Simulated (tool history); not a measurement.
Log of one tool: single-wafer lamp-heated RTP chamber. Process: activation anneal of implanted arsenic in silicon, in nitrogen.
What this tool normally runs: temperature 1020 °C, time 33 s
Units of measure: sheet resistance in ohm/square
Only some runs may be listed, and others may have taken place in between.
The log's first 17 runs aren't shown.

run	hour	temperature	time	read-back reference wafer on the same gauge, sheet resistance	sheet resistance
18	469.4	1010	49	228.1	225.47
19	498.7	1005	50	228.05	225.35
20	529.8	995	20	228.24	231.02
21	544.5	1047	45	228.04	219.57
# hour 575.5: pyrometer window cleaned and pyrometer calibrated
22	580.1	1020	33	228	226.61
23	614.8	1020	22	228.01	229.05
24	645.3	1020	33	228.06	227.05
25	660.3	1020	33	228.11	226.22
26	693.7	1020	23	228.05	227.79
27	724.9	1030	33	228.07	225.13
# hour 774.6: reflector plate cleaned
28	809.1	1020	33	227.88	225.9
29	838.7	1003	19	228.11	229.71
30	858	996	33	228.04	228.12
31	876.9	1020	18	228.15	228.78
32	890.2	1020	33	227.97	224.99
# hour 913.7: pyrometer window cleaned and pyrometer calibrated
33	915.1	1020	33	227.97	227.45
34	945.4	1043	22	228.02	225.99
35	979.9	1003	18	227.88	231.91
36	993.2	1041	51	228.06	221.02

5 ways to go on from here, each from the tool as it stands after run 36. What would each give?
A	993.6	999	33	?	?
B	993.6	1020	39	?	?
C	993.6	1045	33	?	?
D	993.6	1020	47	?	?
E	993.6	998	22	?	?

run	read-back reference wafer on the same gauge, sheet resistance	sheet resistance
A	228.05	228.84
B	228.05	225.71
C	228.05	223.36
D	228.05	224.71
E	228.05	230.83
Had the tool no hidden state, the same runs would have come out as:
run	sheet resistance
A	229.24
B	226.16
C	223.89
D	225.19
E	231.23
